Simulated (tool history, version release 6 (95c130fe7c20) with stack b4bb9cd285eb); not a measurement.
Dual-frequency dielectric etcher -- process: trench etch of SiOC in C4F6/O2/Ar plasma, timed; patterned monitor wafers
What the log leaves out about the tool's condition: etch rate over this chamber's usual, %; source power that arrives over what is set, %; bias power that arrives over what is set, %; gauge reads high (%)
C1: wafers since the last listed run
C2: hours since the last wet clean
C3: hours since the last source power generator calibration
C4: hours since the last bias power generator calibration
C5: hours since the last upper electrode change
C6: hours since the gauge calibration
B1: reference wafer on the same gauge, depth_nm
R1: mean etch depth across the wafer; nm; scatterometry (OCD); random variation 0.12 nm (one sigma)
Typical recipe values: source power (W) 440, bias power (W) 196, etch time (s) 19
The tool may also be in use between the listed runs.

{"run": 1, "hour": 0.0, "source power (W)": 440, "bias power (W)": 196, "etch time (s)": 19, "C1": 0, "C2": 137.1, "C3": 1928.8, "C4": 1552.2, "C5": 5516.4, "C6": 644.8, "B1": 48.46, "R1": 44.59}
{"run": 2, "hour": 95.3, "source power (W)": 440, "bias power (W)": 196, "etch time (s)": 19, "C1": 1877, "C2": 232.4, "C3": 2024.1, "C4": 1647.5, "C5": 5611.7, "C6": 740.1, "B1": 48.43, "R1": 44.08}
{"run": 3, "hour": 120.8, "source power (W)": 440, "bias power (W)": 171, "etch time (s)": 23, "C1": 502, "C2": 257.9, "C3": 2049.6, "C4": 1673, "C5": 5637.2, "C6": 765.6, "B1": 48.49, "R1": 50.3}
{"run": 4, "hour": 140.9, "source power (W)": 440, "bias power (W)": 171, "etch time (s)": 23, "C1": 395, "C2": 278, "C3": 2069.7, "C4": 1693.1, "C5": 5657.3, "C6": 785.7, "B1": 48.53, "R1": 50.35}
{"run": 5, "hour": 154.6, "source power (W)": 440, "bias power (W)": 196, "etch time (s)": 19, "C1": 269, "C2": 291.7, "C3": 2083.4, "C4": 1706.8, "C5": 5671, "C6": 799.4, "B1": 48.51, "R1": 43.79}
{"run": 6, "hour": 170.8, "source power (W)": 440, "bias power (W)": 196, "etch time (s)": 19, "C1": 319, "C2": 307.9, "C3": 2099.6, "C4": 1723, "C5": 5687.2, "C6": 815.6, "B1": 48.48, "R1": 44.07}
{"run": 7, "hour": 186.6, "source power (W)": 440, "bias power (W)": 196, "etch time (s)": 19, "C1": 311, "C2": 323.7, "C3": 2115.4, "C4": 1738.8, "C5": 5703, "C6": 831.4, "B1": 48.46, "R1": 43.84}
{"hour": 209.9, "done": "source power generator calibrated"}
{"hour": 219.3, "done": "wet clean of the chamber"}
{"run": 8, "hour": 219.8, "source power (W)": 440, "bias power (W)": 196, "etch time (s)": 19, "C1": 389, "C2": 0.5, "C3": 9.9, "C4": 1772, "C5": 5736.2, "C6": 864.6, "B1": 48.52, "R1": 44.94}
{"hour": 250.6, "done": "bias power generator calibrated"}
{"hour": 257.2, "done": "upper electrode replaced"}
{"run": 9, "hour": 257.7, "source power (W)": 440, "bias power (W)": 196, "etch time (s)": 19, "C1": 537, "C2": 38.4, "C3": 47.8, "C4": 7.1, "C5": 0.5, "C6": 902.5, "B1": 48.51, "R1": 44.64}
{"run": 10, "hour": 268.8, "source power (W)": 440, "bias power (W)": 196, "etch time (s)": 19, "C1": 218, "C2": 49.5, "C3": 58.9, "C4": 18.2, "C5": 11.6, "C6": 913.6, "B1": 48.49, "R1": 44.48}
{"run": 11, "hour": 289.7, "source power (W)": 440, "bias power (W)": 196, "etch time (s)": 19, "C1": 411, "C2": 70.4, "C3": 79.8, "C4": 39.1, "C5": 32.5, "C6": 934.5, "B1": 48.45, "R1": 44.57}
{"run": 12, "hour": 308.3, "source power (W)": 440, "bias power (W)": 196, "etch time (s)": 19, "C1": 366, "C2": 89, "C3": 98.4, "C4": 57.7, "C5": 51.1, "C6": 953.1, "B1": 48.52, "R1": 44.35}
{"run": 13, "hour": 343.9, "source power (W)": 440, "bias power (W)": 196, "etch time (s)": 19, "C1": 701, "C2": 124.6, "C3": 134, "C4": 93.3, "C5": 86.7, "C6": 988.7, "B1": 48.51, "R1": 44.37}
{"run": 14, "hour": 365.7, "source power (W)": 530, "bias power (W)": 196, "etch time (s)": 14, "C1": 429, "C2": 146.4, "C3": 155.8, "C4": 115.1, "C5": 108.5, "C6": 1010.5, "B1": 48.51, "R1": 34.28}
{"hour": 377.0, "done": "gauge calibrated"}
{"run": 15, "hour": 385.1, "source power (W)": 440, "bias power (W)": 196, "etch time (s)": 19, "C1": 382, "C2": 165.8, "C3": 175.2, "C4": 134.5, "C5": 127.9, "C6": 8.1, "B1": 48.47, "R1": 44.29}
{"run": 16, "hour": 403.8, "source power (W)": 390, "bias power (W)": 214, "etch time (s)": 15.5, "C1": 368, "C2": 184.5, "C3": 193.9, "C4": 153.2, "C5": 146.6, "C6": 26.8, "B1": 48.49, "R1": 36.43}
{"run": 17, "hour": 420.3, "source power (W)": 440, "bias power (W)": 157, "etch time (s)": 14, "C1": 325, "C2": 201, "C3": 210.4, "C4": 169.7, "C5": 163.1, "C6": 43.3, "B1": 48.52, "R1": 29.66}
{"run": 18, "hour": 433.3, "source power (W)": 370, "bias power (W)": 212, "etch time (s)": 23, "C1": 256, "C2": 214, "C3": 223.4, "C4": 182.7, "C5": 176.1, "C6": 56.3, "B1": 48.54, "R1": 52.88}
{"run": 19, "hour": 454.8, "source power (W)": 490, "bias power (W)": 221, "etch time (s)": 19, "C1": 423, "C2": 235.5, "C3": 244.9, "C4": 204.2, "C5": 197.6, "C6": 77.8, "B1": 48.51, "R1": 47.62}
{"run": 20, "hour": 538.0, "source power (W)": 440, "bias power (W)": 153, "etch time (s)": 19, "C1": 1638, "C2": 318.7, "C3": 328.1, "C4": 287.4, "C5": 280.8, "C6": 161, "B1": 48.47, "R1": 39.37}
{"run": 21, "hour": 556.3, "source power (W)": 490, "bias power (W)": 196, "etch time (s)": 22, "C1": 360, "C2": 337, "C3": 346.4, "C4": 305.7, "C5": 299.1, "C6": 179.3, "B1": 48.5, "R1": 51.86}
{"hour": 601.7, "done": "wet clean of the chamber"}
{"run": 22, "hour": 602.2, "source power (W)": 490, "bias power (W)": 196, "etch time (s)": 22, "C1": 431, "C2": 0.5, "C3": 392.3, "C4": 351.6, "C5": 345, "C6": 225.2, "B1": 48.49, "R1": 53.66}
{"run": 23, "hour": 606.0, "source power (W)": 440, "bias power (W)": 196, "etch time (s)": 19, "C1": 74, "C2": 4.3, "C3": 396.1, "C4": 355.4, "C5": 348.8, "C6": 229, "B1": 48.46, "R1": 45.08}
{"run": 24, "hour": 635.7, "source power (W)": 390, "bias power (W)": 196, "etch time (s)": 22, "C1": 585, "C2": 34, "C3": 425.8, "C4": 385.1, "C5": 378.5, "C6": 258.7, "B1": 48.52, "R1": 50.32}
{"run": 25, "hour": 685.9, "source power (W)": 440, "bias power (W)": 196, "etch time (s)": 19, "C1": 988, "C2": 84.2, "C3": 476, "C4": 435.3, "C5": 428.7, "C6": 308.9, "B1": 48.48, "R1": 44.73}
{"run": 26, "hour": 700.6, "source power (W)": 390, "bias power (W)": 223, "etch time (s)": 19, "C1": 289, "C2": 98.9, "C3": 490.7, "C4": 450, "C5": 443.4, "C6": 323.6, "B1": 48.5, "R1": 45.65}
{"run": 27, "hour": 714.6, "source power (W)": 440, "bias power (W)": 196, "etch time (s)": 19, "C1": 275, "C2": 112.9, "C3": 504.7, "C4": 464, "C5": 457.4, "C6": 337.6, "B1": 48.49, "R1": 44.63}
{"run": 28, "hour": 748.9, "source power (W)": 540, "bias power (W)": 157, "etch time (s)": 16.5, "C1": 675, "C2": 147.2, "C3": 539, "C4": 498.3, "C5": 491.7, "C6": 371.9, "B1": 48.53, "R1": 37.15}
{"run": 29, "hour": 772.7, "source power (W)": 540, "bias power (W)": 239, "etch time (s)": 24, "C1": 468, "C2": 171, "C3": 562.8, "C4": 522.1, "C5": 515.5, "C6": 395.7, "B1": 48.52, "R1": 64.47}
{"run": 30, "hour": 867.6, "source power (W)": 440, "bias power (W)": 230, "etch time (s)": 19, "C1": 1869, "C2": 265.9, "C3": 657.7, "C4": 617, "C5": 610.4, "C6": 490.6, "B1": 48.54, "R1": 47.31}

Measured minus without-hidden-state, run by run (identical run-to-run variation in each term; gauge scatter may differ):
run=1 R1=-0.42
run=2 R1=-0.7
run=3 R1=-0.89
run=4 R1=-0.97
run=5 R1=-0.87
run=6 R1=-0.94
run=7 R1=-0.98
run=8 R1=-0.14
run=9 R1=-0.25
run=10 R1=-0.29
run=11 R1=-0.35
run=12 R1=-0.4
run=13 R1=-0.51
run=14 R1=-0.45
run=15 R1=-0.63
run=16 R1=-0.57
run=17 R1=-0.49
run=18 R1=-0.93
run=19 R1=-0.9
run=20 R1=-0.98
run=21 R1=-1.35
run=22 R1=+0.19
run=23 R1=+0.14
run=24 R1=+0.07
run=25 R1=-0.1
run=26 R1=-0.14
run=27 R1=-0.18
run=28 R1=-0.23
run=29 R1=-0.5
run=30 R1=-0.68
